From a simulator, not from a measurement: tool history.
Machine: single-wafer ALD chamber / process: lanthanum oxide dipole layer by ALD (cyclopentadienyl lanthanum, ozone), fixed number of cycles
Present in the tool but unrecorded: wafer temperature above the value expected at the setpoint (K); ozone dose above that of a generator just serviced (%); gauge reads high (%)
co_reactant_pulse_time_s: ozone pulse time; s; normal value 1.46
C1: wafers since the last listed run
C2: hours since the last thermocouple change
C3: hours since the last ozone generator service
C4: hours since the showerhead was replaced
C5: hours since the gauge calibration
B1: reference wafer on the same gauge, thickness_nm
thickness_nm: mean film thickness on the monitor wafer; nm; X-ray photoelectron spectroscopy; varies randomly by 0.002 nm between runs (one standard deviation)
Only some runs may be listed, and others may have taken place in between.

run 1 hour=0.0 | co_reactant_pulse_time_s=1.04 | C1=0 C2=1048.9 C3=661.0 C4=3369.9 C5=489.6 | B1=0.510 | thickness_nm=0.523
run 2 hour=79.6 | co_reactant_pulse_time_s=1.80 | C1=1571 C2=1128.5 C3=740.6 C4=3449.5 C5=569.2 | B1=0.509 | thickness_nm=0.573
run 3 hour=100.1 | co_reactant_pulse_time_s=1.80 | C1=404 C2=1149.0 C3=761.1 C4=3470.0 C5=589.7 | B1=0.510 | thickness_nm=0.571
run 4 hour=113.1 | co_reactant_pulse_time_s=1.80 | C1=256 C2=1162.0 C3=774.1 C4=3483.0 C5=602.7 | B1=0.511 | thickness_nm=0.572
run 5 hour=133.3 | co_reactant_pulse_time_s=1.46 | C1=398 C2=1182.2 C3=794.3 C4=3503.2 C5=622.9 | B1=0.510 | thickness_nm=0.554
run 6 hour=150.8 | co_reactant_pulse_time_s=1.46 | C1=345 C2=1199.7 C3=811.8 C4=3520.7 C5=640.4 | B1=0.510 | thickness_nm=0.554
run 7 hour=182.5 | co_reactant_pulse_time_s=1.46 | C1=625 C2=1231.4 C3=843.5 C4=3552.4 C5=672.1 | B1=0.510 | thickness_nm=0.553
run 8 hour=196.1 | co_reactant_pulse_time_s=1.46 | C1=268 C2=1245.0 C3=857.1 C4=3566.0 C5=685.7 | B1=0.510 | thickness_nm=0.555
run 9 hour=217.9 | co_reactant_pulse_time_s=1.46 | C1=430 C2=1266.8 C3=878.9 C4=3587.8 C5=707.5 | B1=0.510 | thickness_nm=0.559
run 10 hour=242.9 | co_reactant_pulse_time_s=1.46 | C1=493 C2=1291.8 C3=903.9 C4=3612.8 C5=732.5 | B1=0.509 | thickness_nm=0.559
-- hour=288.4 ozone generator serviced
-- hour=289.6 showerhead replaced
-- hour=297.1 gauge calibrated
run 11 hour=328.0 | co_reactant_pulse_time_s=1.46 | C1=1499 C2=1376.9 C3=39.6 C4=38.4 C5=30.9 | B1=0.510 | thickness_nm=0.556
run 12 hour=357.0 | co_reactant_pulse_time_s=1.46 | C1=572 C2=1405.9 C3=68.6 C4=67.4 C5=59.9 | B1=0.510 | thickness_nm=0.557
-- hour=369.4 thermocouple changed; heater temperature recalibrated
run 13 hour=370.0 | co_reactant_pulse_time_s=1.46 | C1=98 C2=0.6 C3=81.6 C4=80.4 C5=72.9 | B1=0.510 | thickness_nm=0.556
run 14 hour=404.6 | co_reactant_pulse_time_s=1.83 | C1=682 C2=35.2 C3=116.2 C4=115.0 C5=107.5 | B1=0.509 | thickness_nm=0.569
run 15 hour=422.8 | co_reactant_pulse_time_s=1.46 | C1=359 C2=53.4 C3=134.4 C4=133.2 C5=125.7 | B1=0.510 | thickness_nm=0.554

Expected results for the next run?
run 16 hour=445.6 | co_reactant_pulse_time_s=1.82 | C1=449 C2=76.2 C3=157.2 C4=156.0 C5=148.5 | B1=? | thickness_nm=?

Run 16 yielded B1 0.509, thickness_nm 0.569 nm.
The same run, on a tool lacking any hidden state, would have yielded thickness_nm 0.569 nm.

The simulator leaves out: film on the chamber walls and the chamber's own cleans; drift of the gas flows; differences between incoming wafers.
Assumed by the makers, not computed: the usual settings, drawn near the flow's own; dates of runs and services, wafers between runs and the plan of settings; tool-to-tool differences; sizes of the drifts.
